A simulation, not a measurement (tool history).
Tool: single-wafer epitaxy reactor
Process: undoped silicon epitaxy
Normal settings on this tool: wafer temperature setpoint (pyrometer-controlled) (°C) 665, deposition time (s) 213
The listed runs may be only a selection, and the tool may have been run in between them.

run	hour	wafer temperature setpoint (pyrometer-controlled) (°C)	deposition time (s)	read-back reference wafer on the same gauge, thickness_nm	mean film thickness on the monitor wafer (nm)
1	0.0	657	213	51.993	47.489
2	24.3	660	213	52.023	50.313
3	44.8	665	201	51.987	52.203
4	59.2	665	201	51.883	52.307
5	82.1	665	201	52.012	52.824
6	111.3	665	213	52.046	55.797
7	147.1	665	213	51.960	55.673
8	173.8	665	213	51.972	55.624
# hour 250.4: gauge calibrated
9	270.1	672	213	52.043	63.051
10	300.7	672	213	52.029	62.920
11	372.7	672	235	51.961	69.864
12	388.6	659	202	52.043	47.336
13	419.0	677	200	51.917	65.247
# hour 439.3: pyrometer calibrated
14	453.4	661	182	51.927	41.729
15	476.6	665	213	52.023	53.041
16	498.6	651	190	52.029	36.335
17	520.1	676	213	52.117	64.742
18	543.7	665	247	51.985	62.156
19	573.7	672	213	51.986	60.645
20	599.3	665	213	52.031	53.761

For some of the steps in mean film thickness on the monitor wafer (nm) from one run to the next: how much would appear even if the tool had no hidden state, given the settings, what came in and random variation, and how much remains for the hidden state plus any gauge scatter that the measured result and the result without hidden state don't share?
Hidden state present: wafer temperature above the value expected at the setpoint (K); gauge reads high (%).
Run 11 -> 12: wafer temperature setpoint (pyrometer-controlled) (°C) 672 -> 659, deposition time (s) 235 -> 202. mean film thickness on the monitor wafer (nm) -22.528: hidden state -1.067, all else -21.461.
Run 13 -> 14: wafer temperature setpoint (pyrometer-controlled) (°C) 677 -> 661, deposition time (s) 200 -> 182, pyrometer calibrated. mean film thickness on the monitor wafer (nm) -23.518: hidden state -3.211, all else -20.307.
Run 16 -> 17: wafer temperature setpoint (pyrometer-controlled) (°C) 651 -> 676, deposition time (s) 190 -> 213. mean film thickness on the monitor wafer (nm) +28.407: hidden state +0.246, all else +28.161.
